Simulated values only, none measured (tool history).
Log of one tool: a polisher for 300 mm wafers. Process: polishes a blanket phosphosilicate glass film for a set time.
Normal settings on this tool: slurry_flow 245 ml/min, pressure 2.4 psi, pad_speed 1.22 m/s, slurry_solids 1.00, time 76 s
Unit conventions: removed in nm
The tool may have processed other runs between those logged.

run	hour	slurry_flow	pressure	pad_speed	slurry_solids	time	wafers since the last listed run	wafers polished on this pad	hours since the slurry nozzle was cleaned	hours since the head pressure was calibrated	hours since the slurry blender was calibrated	hours since the conditioning disc was replaced	incoming thickness of the incoming film, nm	removed
1	0.0	245	2.4	1.22	1.00	76	0	204	215.5	293.3	321.8	316.2	2469.0	455.6
# hour 12.1: conditioning disc replaced and pad reconditioned
2	12.5	245	2.4	1.22	1.00	76	133	338	228.0	305.8	334.3	0.4	2491.4	452.8
# hour 28.1: slurry nozzle cleaned
3	35.2	245	2.4	1.22	1.00	76	276	615	7.1	328.5	357.0	23.1	2499.6	456.7
4	53.4	245	2.4	1.22	1.00	76	232	847	25.3	346.7	375.2	41.3	2467.2	448.5
5	68.1	245	2.4	1.22	1.00	76	187	1034	40.0	361.4	389.9	56.0	2440.3	452.7
# hour 91.0: worn pad replaced by a new one
6	100.7	245	2.4	1.22	1.00	76	364	123	72.6	394.0	422.5	88.6	2481.2	446.0
7	128.1	245	2.4	0.90	1.00	76	349	472	100.0	421.4	449.9	116.0	2498.8	342.0
8	156.6	245	2.4	1.22	1.20	76	363	836	128.5	449.9	478.4	144.5	2516.1	499.3
# hour 183.4: worn pad replaced by a new one
9	187.3	245	2.4	1.22	1.20	76	340	50	159.2	480.6	509.1	175.2	2458.0	495.7
10	206.1	245	2.4	1.22	1.00	76	239	289	178.0	499.4	527.9	194.0	2506.7	427.3
11	220.0	245	2.4	1.22	1.00	76	177	467	191.9	513.3	541.8	207.9	2484.0	425.9
# hour 227.3: slurry blender recalibrated
12	252.7	245	2.4	1.22	1.00	76	391	858	224.6	546.0	25.4	240.6	2541.6	465.8
# hour 259.8: slurry nozzle cleaned
# hour 277.5: worn pad replaced by a new one
13	287.7	295	1.8	1.22	1.25	53	382	129	27.9	581.0	60.4	275.6	2507.5	286.9
14	301.4	310	2.9	1.34	1.00	76	174	304	41.6	594.7	74.1	289.3	2516.5	638.2
# hour 316.5: conditioning disc replaced and pad reconditioned
15	318.2	245	2.0	1.22	1.00	76	188	492	58.4	611.5	90.9	1.7	2508.1	393.4
16	336.5	245	2.4	1.22	1.00	76	233	726	76.7	629.8	109.2	20.0	2438.8	468.5
17	364.7	195	1.9	1.40	0.80	76	359	1086	104.9	658.0	137.4	48.2	2524.3	327.1
# hour 380.6: worn pad replaced by a new one
# hour 388.9: head pressure recalibrated
18	392.8	315	2.4	1.22	1.00	99	281	130	133.0	3.9	165.5	76.3	2468.4	633.7
19	423.6	245	3.0	1.34	1.15	96	392	523	163.8	34.7	196.3	107.1	2495.3	874.7
20	441.8	245	2.4	1.22	1.00	83	232	755	182.0	52.9	214.5	125.3	2519.4	503.2
21	469.7	245	2.4	0.98	0.90	76	355	1111	209.9	80.8	242.4	153.2	2541.0	358.4
# hour 480.4: worn pad replaced by a new one
22	487.9	245	3.1	1.60	1.00	95	181	96	228.1	99.0	260.6	171.4	2490.7	920.4

Difference, measured minus no-hidden-state, one row per run. Run-to-run variation is common to both terms; the gauge's own scatter need not be:
Hidden conditions of the tool in this case: removal rate lost through wear of the pad, %; slurry flow missing at the pad, %; deviation of the head's pressure from its setpoint, %; abrasive missing from the slurry, %; time polished since the conditioner stopped cutting, s.
run	removed
1	-15.3
2	-16.4
3	-18.9
4	-20.7
5	-22.8
6	-26.7
7	-23.6
8	-33.6
9	-38.7
10	-42.7
11	-45.3
12	-1.2
13	-0.8
14	-2.5
15	-1.9
16	-2.7
17	-3.2
18	-6.6
19	-10.8
20	-8.1
21	-8.0
22	-21.3
